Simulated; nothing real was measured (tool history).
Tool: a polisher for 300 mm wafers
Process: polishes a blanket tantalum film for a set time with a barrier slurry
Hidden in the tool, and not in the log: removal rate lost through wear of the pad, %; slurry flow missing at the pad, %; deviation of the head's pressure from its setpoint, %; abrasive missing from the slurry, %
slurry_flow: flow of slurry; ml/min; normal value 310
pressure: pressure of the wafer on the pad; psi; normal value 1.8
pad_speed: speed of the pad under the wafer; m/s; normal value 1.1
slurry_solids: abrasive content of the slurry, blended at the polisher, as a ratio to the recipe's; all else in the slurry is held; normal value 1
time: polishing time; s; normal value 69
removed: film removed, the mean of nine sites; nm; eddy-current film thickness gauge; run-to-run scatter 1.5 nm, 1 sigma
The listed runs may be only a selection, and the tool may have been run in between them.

run	day	slurry_flow	pressure	pad_speed	slurry_solids	time	wafers since the last listed run	wafers polished on this pad	hours since the slurry nozzle was cleaned	hours since the head pressure was calibrated	hours since the slurry blender was calibrated	incoming thickness of the incoming film, nm	removed
1	0	310	1.8	0.82	1	69	0	459	337.1	187.9	24.9	331.4	79.6
2	1.562	310	1.8	0.82	1	69	236	696	374.6	225.4	62.4	330.7	79.5
3	3.554	310	1.8	0.82	1	69	301	998	422.4	273.2	110.2	331.4	81.1
4	5.462	310	1.8	1.1	1	69	289	1287	468.2	319	156	328.1	110.1
# day 8.496: slurry nozzle cleaned
5	9.746	310	1.8	1.1	1	69	642	1930	30	421.8	258.8	326.8	111.6
# day 10.383: worn pad replaced by a new one
6	12.679	310	1.8	1.1	1	69	419	348	100.4	492.2	329.2	328.1	115.5
# day 16.054: slurry blender recalibrated
7	17.025	310	2.1	1.1	1	69	646	994	204.7	596.5	23.3	330.5	135.2
# day 17.938: head pressure recalibrated
8	20.754	310	2.1	1.1	1	69	552	1546	294.2	67.6	112.8	332.4	119.1
9	24.321	310	1.8	1.1	1	69	540	2087	379.8	153.2	198.4	328.2	108.2
# day 26.188: worn pad replaced by a new one
10	28.788	310	1.8	1.1	1	69	651	394	487	260.4	305.6	332.9	104.2
# day 29.55: slurry nozzle cleaned
# day 29.771: slurry blender recalibrated
11	32.071	335	1.8	1.1	1	69	478	872	60.5	339.2	55.2	330.6	110.9
12	36.833	310	1.8	0.9	1	69	721	1594	174.8	453.5	169.5	330.8	91.6
13	39.067	310	1.8	0.9	1	69	338	1933	228.4	507.1	223.1	323.8	93.4
# day 40.004: worn pad replaced by a new one
# day 41.892: head pressure recalibrated
14	42.538	310	1.8	1.1	1	69	488	371	311.7	15.5	306.4	330	102.1
# day 43.538: slurry blender recalibrated
15	46.362	210	1.8	1.42	0.9	78	567	938	403.5	107.3	67.8	336	144.1
16	48.154	310	1.8	1.1	1	79	271	1210	446.5	150.3	110.8	333.6	118.2
# day 51.317: slurry nozzle cleaned
17	51.962	310	1.8	1.1	1	69	570	1781	15.5	241.7	202.2	329.3	105.6
# day 53.888: worn pad replaced by a new one
18	54.496	310	1.4	0.96	1	69	358	92	76.3	302.5	263	324.3	79.3
19	56.058	210	1.8	1.42	0.9	78	236	329	113.8	340	300.5	325.7	148.1
# day 57.825: slurry blender recalibrated
20	58.529	310	1.8	0.76	1	69	361	691	173.1	399.3	16.9	328.2	76
21	62.783	345	1.8	1.48	1	69	644	1335	275.2	501.4	119	329.7	154
# day 63.129: head pressure recalibrated
22	64.454	395	2.3	1.1	1	69	240	1576	315.3	31.8	159.1	328.9	129.7
23	67.262	310	1.8	1.32	1	51	425	2002	382.7	99.2	226.5	333.3	93
# day 68.633: worn pad replaced by a new one
# day 69.388: slurry nozzle cleaned
24	69.646	310	2.4	1.1	1	69	329	147	6.2	156.4	283.7	327.1	134.4
25	72.042	310	1.8	1.1	1.3	85	363	510	63.7	213.9	341.2	332.2	140.5
26	73.688	310	1.8	1.1	1	69	249	759	103.2	253.4	380.7	325.5	111.9

Consider 5 possible next runs. They are alternatives, not a sequence: every one starts from the tool as it was left by run 26. What does each give?
A	73.708	310	1.8	1.1	1	69	3	762	103.7	253.9	381.2	333.2	?
B	73.708	310	1.8	1.1	1.2	69	3	762	103.7	253.9	381.2	333.2	?
C	73.708	310	2.3	1.44	1	55	3	762	103.7	253.9	381.2	333.2	?
D	73.708	370	1.3	0.72	1.25	69	3	762	103.7	253.9	381.2	333.2	?
E	73.708	310	1.8	0.88	1.2	69	3	762	103.7	253.9	381.2	333.2	?

run	removed
A	109.2
B	113.3
C	137.9
D	59.8
E	90.6
With the hidden condition removed and each run's random variation left untouched, the same runs would have given:
run	removed
A	105.7
B	109.7
C	133.5
D	57.9
E	87.8
